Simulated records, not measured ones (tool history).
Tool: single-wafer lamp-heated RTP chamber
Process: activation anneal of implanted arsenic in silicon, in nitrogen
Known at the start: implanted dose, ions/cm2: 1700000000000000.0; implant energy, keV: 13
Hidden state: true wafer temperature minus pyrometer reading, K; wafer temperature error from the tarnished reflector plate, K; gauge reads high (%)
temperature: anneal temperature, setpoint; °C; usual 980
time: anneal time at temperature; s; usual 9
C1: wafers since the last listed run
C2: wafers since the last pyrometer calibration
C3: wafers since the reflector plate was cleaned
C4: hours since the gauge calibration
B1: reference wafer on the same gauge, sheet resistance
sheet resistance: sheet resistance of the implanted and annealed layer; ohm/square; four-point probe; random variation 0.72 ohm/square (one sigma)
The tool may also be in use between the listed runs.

run 1 hour=0 | temperature=980 time=9 | C1=0 C2=659 C3=4443 C4=340.3 | B1=139.78 | sheet_resistance=165.81
run 2 hour=63 | temperature=969 time=9 | C1=1039 C2=1698 C3=5482 C4=403.3 | B1=139.86 | sheet_resistance=171.85
run 3 hour=91.4 | temperature=969 time=9 | C1=468 C2=2167 C3=5950 C4=431.7 | B1=139.84 | sheet_resistance=172.78
run 4 hour=140.8 | temperature=980 time=9 | C1=814 C2=2982 C3=6765 C4=481.1 | B1=140.04 | sheet_resistance=166.04
run 5 hour=197.6 | temperature=980 time=9 | C1=936 C2=3918 C3=7702 C4=537.9 | B1=140.16 | sheet_resistance=167.59
run 6 hour=224.8 | temperature=980 time=9 | C1=448 C2=4367 C3=8151 C4=565.1 | B1=140.28 | sheet_resistance=166.08
-- hour=274.7 pyrometer window cleaned and pyrometer calibrated
run 7 hour=281.7 | temperature=1004 time=6 | C1=806 C2=116 C3=8957 C4=622 | B1=140.31 | sheet_resistance=157.09
run 8 hour=332.7 | temperature=1004 time=6 | C1=841 C2=957 C3=9798 C4=673 | B1=140.54 | sheet_resistance=157.7
run 9 hour=399.6 | temperature=980 time=9 | C1=1103 C2=2060 C3=10902 C4=739.9 | B1=140.64 | sheet_resistance=166.89
run 10 hour=433.2 | temperature=980 time=9 | C1=554 C2=2614 C3=11456 C4=773.5 | B1=141.01 | sheet_resistance=167.55
run 11 hour=482.5 | temperature=980 time=9 | C1=813 C2=3428 C3=12269 C4=822.8 | B1=141.1 | sheet_resistance=167.95
-- hour=525 reflector plate cleaned
run 12 hour=535.3 | temperature=980 time=9 | C1=738 C2=4166 C3=169 C4=875.6 | B1=141.15 | sheet_resistance=167.74
run 13 hour=559.4 | temperature=980 time=9 | C1=397 C2=4564 C3=566 C4=899.7 | B1=141.23 | sheet_resistance=167.63
-- hour=580.3 pyrometer window cleaned and pyrometer calibrated
run 14 hour=623.7 | temperature=987 time=9 | C1=928 C2=716 C3=1495 C4=964 | B1=141.64 | sheet_resistance=163.18
run 15 hour=683.6 | temperature=980 time=9 | C1=987 C2=1704 C3=2483 C4=1023.9 | B1=141.93 | sheet_resistance=169.24
run 16 hour=742.2 | temperature=980 time=9 | C1=966 C2=2670 C3=3449 C4=1082.5 | B1=142.33 | sheet_resistance=168.36
-- hour=749.8 gauge calibrated
run 17 hour=788.8 | temperature=980 time=9 | C1=768 C2=3439 C3=4218 C4=39 | B1=139.1 | sheet_resistance=165.81
run 18 hour=853.3 | temperature=997 time=14 | C1=1063 C2=4502 C3=5282 C4=103.5 | B1=139.12 | sheet_resistance=144.6
run 19 hour=912.8 | temperature=964 time=6 | C1=981 C2=5484 C3=6263 C4=163 | B1=139.14 | sheet_resistance=180.93
-- hour=942.6 pyrometer window cleaned and pyrometer calibrated
run 20 hour=983.2 | temperature=980 time=9 | C1=1029 C2=669 C3=7292 C4=233.4 | B1=139.12 | sheet_resistance=165.78
run 21 hour=1040.4 | temperature=980 time=9 | C1=943 C2=1613 C3=8236 C4=290.6 | B1=139.1 | sheet_resistance=165.89
run 22 hour=1088.8 | temperature=999 time=12 | C1=798 C2=2411 C3=9034 C4=339 | B1=139.17 | sheet_resistance=144.79
run 23 hour=1113.7 | temperature=1004 time=10 | C1=410 C2=2822 C3=9445 C4=363.9 | B1=139.29 | sheet_resistance=146.12
run 24 hour=1159 | temperature=980 time=9 | C1=747 C2=3569 C3=10192 C4=409.2 | B1=139.52 | sheet_resistance=164.78
run 25 hour=1203.5 | temperature=966 time=9 | C1=733 C2=4303 C3=10926 C4=453.7 | B1=139.4 | sheet_resistance=174.14
-- hour=1263.1 pyrometer window cleaned and pyrometer calibrated
run 26 hour=1263.6 | temperature=962 time=9 | C1=859 C2=8 C3=11785 C4=513.8 | B1=139.63 | sheet_resistance=176.99
-- hour=1297.4 reflector plate cleaned
run 27 hour=1323.7 | temperature=999 time=4 | C1=859 C2=868 C3=434 C4=573.9 | B1=139.88 | sheet_resistance=166.14
run 28 hour=1383.9 | temperature=953 time=9 | C1=992 C2=1861 C3=1427 C4=634.1 | B1=140.1 | sheet_resistance=182.5
run 29 hour=1427.5 | temperature=980 time=9 | C1=719 C2=2580 C3=2146 C4=677.7 | B1=140.14 | sheet_resistance=165.54
run 30 hour=1470.4 | temperature=997 time=14 | C1=707 C2=3287 C3=2853 C4=720.6 | B1=140.23 | sheet_resistance=145.28
run 31 hour=1504.4 | temperature=964 time=9 | C1=560 C2=3848 C3=3414 C4=754.6 | B1=140.31 | sheet_resistance=177.19
-- hour=1545.1 pyrometer window cleaned and pyrometer calibrated
run 32 hour=1545.6 | temperature=963 time=11 | C1=547 C2=8 C3=3962 C4=795.8 | B1=140.61 | sheet_resistance=173.39
run 33 hour=1593.6 | temperature=959 time=13 | C1=791 C2=799 C3=4754 C4=843.8 | B1=140.69 | sheet_resistance=175.95
run 34 hour=1623.6 | temperature=998 time=11 | C1=494 C2=1294 C3=5248 C4=873.8 | B1=140.9 | sheet_resistance=150.56
run 35 hour=1654.1 | temperature=987 time=9 | C1=503 C2=1797 C3=5751 C4=904.3 | B1=140.87 | sheet_resistance=163.28

Hidden state at the last listed run before each entry between runs and at the first one after, where it differs:
Between runs 6 and 7: pyrometer window cleaned and pyrometer calibrated (hour 274.7)
  gauge reads high (%): 0.862 -> 0.977
  measured less the result without the state, sheet resistance: +1.42 -> +1.52 ohm/square
Between runs 11 and 12: reflector plate cleaned (hour 525)
  gauge reads high (%): 1.47 -> 1.62
  measured less the result without the state, sheet resistance: +2.43 -> +2.68 ohm/square
Between runs 13 and 14: pyrometer window cleaned and pyrometer calibrated (hour 580.3)
  gauge reads high (%): 1.7 -> 1.9
  measured less the result without the state, sheet resistance: +2.8 -> +3.05 ohm/square
Between runs 16 and 17: gauge calibrated (hour 749.8)
  gauge reads high (%): 2.32 -> 0.0266
  measured less the result without the state, sheet resistance: +3.81 -> +0.05 ohm/square
Between runs 19 and 20: pyrometer window cleaned and pyrometer calibrated (hour 942.6)
  gauge reads high (%): 0.0693 -> 0.117
  measured less the result without the state, sheet resistance: +0.13 -> +0.2 ohm/square
Between runs 25 and 26: pyrometer window cleaned and pyrometer calibrated (hour 1263.1)
  gauge reads high (%): 0.375 -> 0.474
  measured less the result without the state, sheet resistance: +0.65 -> +0.83 ohm/square
Between runs 26 and 27: reflector plate cleaned (hour 1297.4)
  gauge reads high (%): 0.474 -> 0.586
  measured less the result without the state, sheet resistance: +0.83 -> +0.97 ohm/square
Between runs 31 and 32: pyrometer window cleaned and pyrometer calibrated (hour 1545.1)
  gauge reads high (%): 0.995 -> 1.1
  measured less the result without the state, sheet resistance: +1.75 -> +1.9 ohm/square

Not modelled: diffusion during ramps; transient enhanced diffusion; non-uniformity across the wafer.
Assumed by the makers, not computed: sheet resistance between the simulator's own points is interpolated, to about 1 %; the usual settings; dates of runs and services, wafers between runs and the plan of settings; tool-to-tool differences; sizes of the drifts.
